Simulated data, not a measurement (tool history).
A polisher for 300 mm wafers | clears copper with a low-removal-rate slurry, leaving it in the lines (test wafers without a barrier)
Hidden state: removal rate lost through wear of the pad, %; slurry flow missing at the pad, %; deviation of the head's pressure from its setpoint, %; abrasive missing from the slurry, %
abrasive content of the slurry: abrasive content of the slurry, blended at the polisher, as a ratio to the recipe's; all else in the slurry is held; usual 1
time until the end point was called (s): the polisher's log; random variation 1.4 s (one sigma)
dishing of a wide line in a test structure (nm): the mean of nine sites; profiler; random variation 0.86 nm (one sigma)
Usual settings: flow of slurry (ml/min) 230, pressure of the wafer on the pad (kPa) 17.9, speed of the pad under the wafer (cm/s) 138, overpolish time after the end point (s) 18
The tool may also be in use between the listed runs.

run,hour,flow of slurry (ml/min),pressure of the wafer on the pad (kPa),speed of the pad under the wafer (cm/s),abrasive content of the slurry,overpolish time after the end point (s),wafers since the last listed run,wafers polished on this pad,hours since the slurry nozzle was cleaned,hours since the head pressure was calibrated,hours since the slurry blender was calibrated,"incoming thickness of the incoming film, nm",time until the end point was called (s),dishing of a wide line in a test structure (nm)
1,0,230,17.9,138,1,18,0,773,200.8,618,154.3,462.1,178.6,37.3
2,29.1,230,17.9,138,1,18,171,944,229.9,647.1,183.4,458.4,173.4,36.9
3,89.8,230,17.9,138,1,18,356,1301,290.6,707.8,244.1,460.7,177.9,36.4
4,131.5,230,17.9,138,1,18,245,1546,332.3,749.5,285.8,461.2,177.3,36.8
5,181.8,230,17.9,138,1,18,295,1842,382.6,799.8,336.1,459.2,177.2,36.4
6,241,230,17.9,138,1,18,347,2190,441.8,859,395.3,467.3,187.4,36.4
# hour 259.7: slurry blender recalibrated
# hour 265.6: slurry nozzle cleaned, repeated, since the last time left the tool worse
# hour 275.5: worn pad replaced by a new one
7,303.6,205,17.9,138,1,15,326,165,38,921.6,43.9,462.2,169.8,32.6
8,374.5,205,17.9,138,1,15,416,581,108.9,992.5,114.8,466.7,174.4,33.3
9,413.1,205,17.9,138,1,15,226,808,147.5,1031.1,153.4,459.7,170,32.7
10,443.8,230,17.9,138,1,18,180,989,178.2,1061.8,184.1,469.9,172,38.7
11,512,230,17.9,164,1.2,18,400,1390,246.4,1130,252.3,453.1,133.5,48.1
# hour 598.3: slurry nozzle cleaned
12,606.4,230,17.9,138,1,7,549,1939,8.1,1224.4,346.7,459.6,170,16.2
13,649.1,230,17.9,138,1,18,251,2190,50.8,1267.1,389.4,458.8,164.5,38.4
# hour 682.2: worn pad replaced by a new one
# hour 696.8: slurry blender recalibrated
14,708.8,255,17.9,138,1,18,315,144,110.5,1326.8,12,464.7,168,37.7
# hour 745: head pressure recalibrated
15,753,230,17.9,138,1,18,248,392,154.7,8,56.2,461.2,166.9,39.2
16,795.9,230,17.9,138,1,18,252,645,197.6,50.9,99.1,465.6,170.6,39.3
17,835.1,155,20.7,138,0.75,18,230,875,236.8,90.1,138.3,452.1,162.9,38.6
18,867,230,17.9,138,1,13,187,1063,268.7,122,170.2,451.8,165.2,28.8
19,897.7,230,17.9,138,1,18,180,1243,299.4,152.7,200.9,457.5,168.9,37.6
20,962.5,280,14.5,138,0.8,18,380,1624,364.2,217.5,265.7,463.1,222.9,29
# hour 995.4: slurry nozzle cleaned
# hour 1013.6: worn pad replaced by a new one
21,1015.5,230,17.9,138,1,18,282,10,20.1,270.5,318.7,455.6,165.5,39.9
# hour 1023.5: slurry blender recalibrated
22,1085.4,300,22.8,174,1,18,399,410,90,340.4,61.9,463.7,104.1,60.7
23,1114.4,290,14.5,138,1,18,170,580,119,369.4,90.9,462.2,202.7,32.5
24,1180.2,230,17.9,160,1,18,386,967,184.8,435.2,156.7,463.8,149.5,43.1
25,1248.3,230,20.7,114,1.1,18,400,1367,252.9,503.3,224.8,467.4,178.1,38.1
26,1283.6,305,17.9,138,1,18,207,1575,288.2,538.6,260.1,467.3,166.8,39.4
27,1321.1,230,17.9,138,1,18,220,1795,325.7,576.1,297.6,469.3,173.7,40.1
28,1377,230,17.9,138,0.85,25,328,2124,381.6,632,353.5,458.1,179.1,48.5
# hour 1384.9: slurry nozzle cleaned
29,1406.8,230,20.7,172,1,27,169,2293,21.9,661.8,383.3,462,117.9,72.3

3 ways to go on from here, each from the tool as it stands after run 29. What would each give?
A,1407.3,230,17.9,138,1,18,2,2296,22.4,662.3,383.8,462.7,?,?
B,1407.3,230,17.9,122,1.25,14,2,2296,22.4,662.3,383.8,462.7,?,?
C,1407.3,160,22.1,118,1,18,2,2296,22.4,662.3,383.8,462.7,?,?

run,time until the end point was called (s),dishing of a wide line in a test structure (nm)
A,168.7,39.4
B,180.2,29.6
C,167.1,40.1
Without the tool's hidden state the same runs would have given:
run,time until the end point was called (s),dishing of a wide line in a test structure (nm)
A,168.5,39.4
B,179.9,29.6
C,166.8,40.2

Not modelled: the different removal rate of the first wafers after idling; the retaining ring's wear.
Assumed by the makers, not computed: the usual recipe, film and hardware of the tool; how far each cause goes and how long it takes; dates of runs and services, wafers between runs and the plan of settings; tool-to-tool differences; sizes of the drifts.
